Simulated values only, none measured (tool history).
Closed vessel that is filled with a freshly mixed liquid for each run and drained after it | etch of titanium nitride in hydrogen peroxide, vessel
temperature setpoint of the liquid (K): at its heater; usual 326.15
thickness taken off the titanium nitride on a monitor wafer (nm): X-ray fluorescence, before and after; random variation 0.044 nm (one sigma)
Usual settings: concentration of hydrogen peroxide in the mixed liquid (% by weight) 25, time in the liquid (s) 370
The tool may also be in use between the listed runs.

run	hour	temperature setpoint of the liquid (K)	concentration of hydrogen peroxide in the mixed liquid (% by weight)	time in the liquid (s)	wafers since the last listed run	hours since the thermometer was replaced	hours since the peroxide flow meter was replaced	hours since the drum of peroxide was connected	hours since the gauge calibration	read-back film thickness of the titanium nitride reference wafer, read on the same gauge (nm)	thickness taken off the titanium nitride on a monitor wafer (nm)
1	0	326.15	25	370	0	2624.8	687.9	398.1	247.6	60	11.17
2	13.7	326.15	25	370	1276	2638.5	701.6	411.8	261.3	60	11.18
3	20.1	326.15	25	370	596	2644.9	708	418.2	267.7	60.01	11.21
4	44.4	326.15	25	370	2263	2669.2	732.3	442.5	292	59.99	11.25
5	59.1	326.15	25	370	1369	2683.9	747	457.2	306.7	59.99	11.19
6	72.3	326.15	25	370	1229	2697.1	760.2	470.4	319.9	60.01	11.23
7	78.4	326.15	25	370	568	2703.2	766.3	476.5	326	60.01	11.19
8	90.7	326.15	25	370	1145	2715.5	778.6	488.8	338.3	60	11.11
9	98.1	332.15	23	370	689	2722.9	786	496.2	345.7	60	16.68
# hour 111: new drum of peroxide connected
10	112.4	328.65	25	370	1238	2737.2	800.3	1.4	360	60.01	13.22
11	120.4	326.15	28.5	190	745	2745.2	808.3	9.4	368	59.99	5.95
12	137.1	326.15	30	370	1555	2761.9	825	26.1	384.7	60	11.62
# hour 140.9: thermometer replaced
# hour 149.2: gauge calibrated
13	154.3	320.15	21.5	450	1508	13.4	842.2	43.3	5.1	59.99	8.52
14	167.6	318.15	30	205	1238	26.7	855.5	56.6	18.4	60.01	3.6
15	176.3	334.65	30	370	810	35.4	864.2	65.3	27.1	60	20.92
16	183.2	326.15	25	370	642	42.3	871.1	72.2	34	59.99	11.18
17	192.1	326.15	25	370	829	51.2	880	81.1	42.9	60	11.15
18	204.1	326.15	25	560	1117	63.2	892	93.1	54.9	60.01	16.93
19	214.7	326.15	25	370	987	73.8	902.6	103.7	65.5	60	11.15
# hour 247: peroxide flow meter replaced
20	259.7	323.15	30	370	4098	118.8	12.7	148.7	110.5	60.02	9.33
21	280.6	318.65	27.5	235	1946	139.7	33.6	169.6	131.4	60.01	4.21
22	288.7	326.15	25	570	754	147.8	41.7	177.7	139.5	60	17.2
23	298.9	316.65	21.5	370	950	158	51.9	187.9	149.7	60.01	5.44
24	310.8	326.15	25	370	1108	169.9	63.8	199.8	161.6	60.01	11.13
25	322.5	326.15	27.5	540	1089	181.6	75.5	211.5	173.3	60.01	16.57
26	332.6	326.15	25	275	940	191.7	85.6	221.6	183.4	60	8.32
27	342.7	326.15	25	235	940	201.8	95.7	231.7	193.5	60	7.07
28	348.8	326.15	28.5	210	568	207.9	101.8	237.8	199.6	60.01	6.51

5 ways to go on from here, each from the tool as it stands after run 28. What would each give?
A	349.6	326.15	25	485	74	208.7	102.6	238.6	200.4	?	?
B	349.6	328.65	25	275	74	208.7	102.6	238.6	200.4	?	?
C	349.6	322.15	25	470	74	208.7	102.6	238.6	200.4	?	?
D	349.6	317.15	30	370	74	208.7	102.6	238.6	200.4	?	?
E	349.6	326.15	21.5	280	74	208.7	102.6	238.6	200.4	?	?

run	read-back film thickness of the titanium nitride reference wafer, read on the same gauge (nm)	thickness taken off the titanium nitride on a monitor wafer (nm)
A	59.99	14.6
B	59.99	9.87
C	59.99	10.62
D	59.99	6.02
E	59.99	8.16
Without the tool's hidden state the same runs would have given:
run	thickness taken off the titanium nitride on a monitor wafer (nm)
A	14.6
B	9.87
C	10.62
D	6.02
E	8.16

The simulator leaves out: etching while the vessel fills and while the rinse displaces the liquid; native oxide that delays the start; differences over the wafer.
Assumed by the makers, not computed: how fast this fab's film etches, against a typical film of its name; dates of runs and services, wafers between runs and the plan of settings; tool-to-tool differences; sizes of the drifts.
